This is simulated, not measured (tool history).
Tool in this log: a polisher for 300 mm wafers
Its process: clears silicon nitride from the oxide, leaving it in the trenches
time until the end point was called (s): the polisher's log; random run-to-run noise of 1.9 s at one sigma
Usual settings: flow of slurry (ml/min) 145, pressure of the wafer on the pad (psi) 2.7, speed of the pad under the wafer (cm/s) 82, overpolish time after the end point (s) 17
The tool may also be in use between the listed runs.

run,hour,flow of slurry (ml/min),pressure of the wafer on the pad (psi),speed of the pad under the wafer (cm/s),overpolish time after the end point (s),"incoming thickness of the incoming film, nm",time until the end point was called (s)
1,0,155,2.7,82,17,110,121.9
2,7.4,155,2.7,82,17,108.6,117.7
3,16.1,145,2.2,82,17,109.9,142.9
4,30.8,145,2.2,82,17,110.3,144.4
5,37.7,145,2.7,82,11,109.8,123.2
6,89,145,2.7,82,11,110.6,126
7,97.8,145,2.7,82,11,112.2,128.3
8,105.1,145,2.7,98,17,108.3,106.1
9,117.2,145,2.7,82,17,110.1,125.5
10,142.7,145,2.7,82,17,110.3,127.1
11,157.6,145,2.7,82,17,110.2,126.9
# hour 168.2: worn pad replaced by a new one
12,173,145,3.3,82,17,108.4,109
13,183.5,145,3.3,82,17,110.7,109.9
14,198.1,145,3.3,82,17,111.3,109.5
# hour 211.4: head pressure recalibrated
# hour 231.1: slurry nozzle cleaned
15,235.3,145,2.7,82,17,109.2,122
16,247.7,145,2.7,82,17,110.1,123.2
17,254,145,2.7,82,17,109.6,120.4
18,300.4,185,3.4,102,8,109,81.6
19,318.9,145,2.7,82,17,111.4,124.7
# hour 341.2: worn pad replaced by a new one
20,348.6,125,3.3,82,17,110.8,106.5
21,356.8,145,3.3,82,17,110.9,108
22,371.6,145,3,96,22,110,100.4
23,381.1,115,2.7,82,21,110.9,130.3
24,389.3,190,2.7,82,17,109.4,121.1
25,400.7,185,2.7,82,17,109.9,120.4
26,407,145,2.7,82,17,108,122
27,422.6,145,2.7,96,12,108.2,106.6
28,435.4,145,3.2,82,17,110.8,110.2
29,448,115,1.9,92,10,108.7,153.8
30,455.8,185,2.7,82,13,110.6,122.1
31,462.8,145,2.7,82,17,110.8,130.2
32,479.5,145,2.7,82,17,108.6,125.2
33,494.3,195,2.7,90,17,108.6,112.5
# hour 505.3: slurry nozzle cleaned
# hour 505.9: worn pad replaced by a new one
34,506.4,145,3.4,82,21,108.4,96.4
35,519.2,145,2.7,72,17,110.4,134.6
36,534.4,145,3.3,70,17,110.3,117

The logged runs with the hidden state left out (each run's random variation unchanged):
What the log doesn't record here: removal rate lost through wear of the pad, %; slurry flow missing at the pad, %; deviation of the head's pressure from its setpoint, %.
run,time until the end point was called (s)
1,119.5
2,115.3
3,139.7
4,140.6
5,119.8
6,121.2
7,123.1
8,101.7
9,119.9
10,120.7
11,120
12,102.6
13,103.2
14,102.3
15,120.9
16,121.8
17,118.9
18,80.2
19,121.6
20,102.9
21,104.5
22,96.8
23,124.7
24,117.1
25,116.1
26,116.7
27,101.5
28,104.7
29,144.5
30,116.3
31,122.7
32,117.5
33,106.3
34,96.3
35,134.2
36,116.4
